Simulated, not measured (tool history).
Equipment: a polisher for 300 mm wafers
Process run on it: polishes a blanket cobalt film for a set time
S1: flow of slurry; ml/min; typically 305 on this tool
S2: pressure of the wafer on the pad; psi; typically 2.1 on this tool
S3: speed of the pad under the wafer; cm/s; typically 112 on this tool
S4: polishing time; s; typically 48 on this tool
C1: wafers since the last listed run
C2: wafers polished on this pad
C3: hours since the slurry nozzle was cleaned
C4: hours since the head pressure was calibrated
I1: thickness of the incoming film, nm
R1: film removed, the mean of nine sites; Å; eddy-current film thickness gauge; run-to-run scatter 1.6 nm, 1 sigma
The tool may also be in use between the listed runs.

run,hour,S1,S2,S3,S4,C1,C2,C3,C4,I1,R1
1,0.0,340,2.1,112,48,0,2951,380.4,366.3,812.8,2306
2,30.3,305,2.1,112,48,398,3350,410.7,396.6,802.7,2275
3,54.6,305,2.1,112,48,319,3669,435.0,420.9,814.3,2285
4,109.0,365,2.1,86,48,716,4385,489.4,475.3,815.5,1761
5,146.1,305,2.1,112,48,488,4874,526.5,512.4,806.0,2236
# hour 163.0: slurry nozzle cleaned
6,192.2,305,2.1,112,48,593,5467,29.2,558.5,794.5,2304
# hour 201.7: head pressure recalibrated
7,218.7,305,2.1,112,48,322,5790,55.7,17.0,815.3,2409
8,273.2,305,2.4,112,48,717,6507,110.2,71.5,800.0,2705
# hour 392.3: worn pad replaced by a new one
9,410.8,305,2.4,112,48,1758,243,247.8,209.1,811.8,2624
10,477.5,305,2.4,112,48,877,1121,314.5,275.8,802.4,2597
11,542.0,305,2.1,112,48,848,1970,379.0,340.3,810.9,2279
12,617.6,220,2.1,112,48,995,2965,454.6,415.9,810.3,2147
13,652.4,375,1.7,112,33,458,3423,489.4,450.7,807.0,1315
14,716.9,305,2.1,124,48,848,4272,553.9,515.2,801.1,2473
# hour 766.5: head pressure recalibrated
15,785.9,305,2.3,112,48,881,5154,622.9,19.4,828.3,2491
# hour 790.7: slurry nozzle cleaned
16,825.3,305,2.1,112,48,505,5659,34.6,58.8,808.6,2432
17,862.3,305,2.1,112,48,486,6146,71.6,95.8,823.8,2378
18,922.4,305,2.1,112,48,791,6937,131.7,155.9,818.6,2335
19,977.7,305,2.5,142,48,727,7665,187.0,211.2,825.6,3450
# hour 1022.5: worn pad replaced by a new one
20,1099.8,305,2.5,112,48,1554,1016,309.1,333.3,813.7,2677
21,1124.0,305,2.4,112,52,318,1335,333.3,357.5,807.2,2815
22,1154.8,305,2.1,112,48,405,1740,364.1,388.3,814.6,2281
23,1220.1,305,1.5,112,58,859,2600,429.4,453.6,807.7,2030
24,1284.1,305,1.7,126,41,842,3442,493.4,517.6,806.0,1784
25,1322.4,230,2.1,112,48,504,3946,531.7,555.9,813.3,2150
26,1348.9,200,2.1,112,48,348,4295,558.2,582.4,819.6,2060
# hour 1372.2: head pressure recalibrated
27,1397.4,265,2.1,126,48,612,4907,606.7,25.2,817.7,2566
28,1444.8,395,2.1,82,43,623,5531,654.1,72.6,805.2,1573
# hour 1464.0: slurry nozzle cleaned
29,1515.6,260,2.1,134,41,918,6450,51.6,143.4,806.9,2403
# hour 1546.9: worn pad replaced by a new one
30,1579.1,260,2.5,112,48,783,423,115.1,206.9,804.8,2706
31,1610.2,305,2.1,76,48,409,833,146.2,238.0,810.6,1592
32,1810.6,305,2.1,112,48,2637,3470,346.6,438.4,819.4,2274
33,1866.7,200,2.1,112,48,738,4209,402.7,494.5,808.2,2111
# hour 1891.9: head pressure recalibrated
34,1912.5,255,2.1,112,48,576,4785,448.5,20.6,818.2,2281
# hour 1971.2: slurry nozzle cleaned
35,1981.9,200,2.4,112,48,900,5685,10.7,90.0,800.5,2548
36,2023.3,305,2.1,152,48,544,6230,52.1,131.4,811.5,3193
37,2054.8,305,1.6,112,48,414,6645,83.6,162.9,810.2,1822

Below are 4 alternative next runs, each starting from the tool's condition after run 37. Predict each:
A,2055.2,370,2.1,112,48,5,6650,84.0,163.3,806.6,?
B,2055.2,335,2.1,144,58,5,6650,84.0,163.3,806.6,?
C,2055.2,340,2.1,112,34,5,6650,84.0,163.3,806.6,?
D,2055.2,250,2.6,112,37,5,6650,84.0,163.3,806.6,?

run,R1
A,2360
B,3634
C,1659
D,2125
Had the tool no hidden state, the same runs would have come out as:
run,R1
A,2444
B,3766
C,1719
D,2208
